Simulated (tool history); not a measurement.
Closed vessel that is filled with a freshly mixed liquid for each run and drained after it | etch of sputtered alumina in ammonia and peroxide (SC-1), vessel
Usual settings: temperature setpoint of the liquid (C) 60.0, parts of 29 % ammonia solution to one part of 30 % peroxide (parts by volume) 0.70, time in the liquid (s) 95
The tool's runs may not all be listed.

run,hour,temperature setpoint of the liquid (C),parts of 29 % ammonia solution to one part of 30 % peroxide (parts by volume),time in the liquid (s),wafers since the last listed run,hours since the thermometer was replaced,hours since the ammonia flow meter was replaced,hours since the drum of ammonia solution was connected,hours since the gauge calibration,"read-back film thickness of the sputtered alumina reference wafer, read on the same gauge (nm)",thickness taken off the sputtered alumina on a monitor wafer (angstrom)
1,0.0,60.0,0.70,95,0,2864.7,1573.6,94.2,391.4,129.99,135.8
2,91.3,60.0,0.70,95,8463,2956.0,1664.9,185.5,482.7,130.02,135.0
# hour 95.6: thermometer replaced
3,104.1,66.0,0.70,95,1093,8.5,1677.7,198.3,495.5,129.99,183.1
4,133.7,66.0,0.70,95,2743,38.1,1707.3,227.9,525.1,130.00,184.2
# hour 136.9: new drum of ammonia solution connected
5,147.0,66.0,0.70,95,1140,51.4,1720.6,10.1,538.4,129.98,182.8
6,172.8,52.5,0.70,95,2391,77.2,1746.4,35.9,564.2,130.00,90.6
7,199.2,60.0,0.90,95,2447,103.6,1772.8,62.3,590.6,129.99,136.4
8,236.5,60.0,0.70,95,3457,140.9,1810.1,99.6,627.9,129.99,134.4
9,250.7,66.5,0.70,45,1316,155.1,1824.3,113.8,642.1,129.99,88.1
10,269.4,55.0,0.70,95,1733,173.8,1843.0,132.5,660.8,130.00,104.1
# hour 270.9: gauge calibrated
# hour 291.6: ammonia flow meter replaced
11,305.2,66.0,0.70,95,3225,209.6,13.6,168.3,34.3,130.00,181.6
12,321.0,54.5,0.70,130,1464,225.4,29.4,184.1,50.1,130.00,137.8
13,354.4,60.0,0.90,135,3096,258.8,62.8,217.5,83.5,129.98,197.1
14,386.2,60.0,1.05,95,2947,290.6,94.6,249.3,115.3,130.01,139.5
# hour 394.1: new drum of ammonia solution connected
15,410.3,53.0,0.55,50,2141,314.7,118.7,16.2,139.4,129.99,48.3
16,438.3,60.0,0.70,95,2595,342.7,146.7,44.2,167.4,130.00,133.8
17,452.0,60.0,0.70,95,1269,356.4,160.4,57.9,181.1,130.00,134.1
18,475.5,60.0,0.70,95,2178,379.9,183.9,81.4,204.6,129.99,134.5
19,498.5,60.0,1.00,145,2132,402.9,206.9,104.4,227.6,129.99,213.2
20,513.7,60.0,0.85,95,1409,418.1,222.1,119.6,242.8,129.98,136.4
21,540.3,70.0,0.70,95,2465,444.7,248.7,146.2,269.4,130.02,220.2
22,572.0,60.0,0.60,95,2938,476.4,280.4,177.9,301.1,129.99,133.1
23,588.5,55.5,0.45,95,1529,492.9,296.9,194.4,317.6,130.00,102.1
24,604.0,60.0,0.70,95,1436,508.4,312.4,209.9,333.1,130.02,134.0
# hour 635.7: new drum of ammonia solution connected
25,639.5,67.5,0.70,115,3198,543.9,347.9,3.8,368.6,129.99,238.4
26,716.7,67.0,1.05,95,7156,621.1,425.1,81.0,445.8,129.99,199.6
27,738.4,60.0,0.70,95,2011,642.8,446.8,102.7,467.5,130.00,135.1
28,760.8,60.0,0.70,95,2076,665.2,469.2,125.1,489.9,130.02,135.6
29,789.4,65.0,0.60,125,2651,693.8,497.8,153.7,518.5,129.99,225.2

3 ways to go on from here, each from the tool as it stands after run 29. What would each give?
A,790.1,54.0,0.70,95,64,694.5,498.5,154.4,519.2,?,?
B,790.1,60.0,0.40,80,64,694.5,498.5,154.4,519.2,?,?
C,790.1,60.0,1.00,95,64,694.5,498.5,154.4,519.2,?,?

run,"read-back film thickness of the sputtered alumina reference wafer, read on the same gauge (nm)",thickness taken off the sputtered alumina on a monitor wafer (angstrom)
A,130.00,99.4
B,130.00,108.8
C,130.00,140.8
Without the tool's hidden state the same runs would have given:
run,thickness taken off the sputtered alumina on a monitor wafer (angstrom)
A,99.4
B,108.8
C,140.8
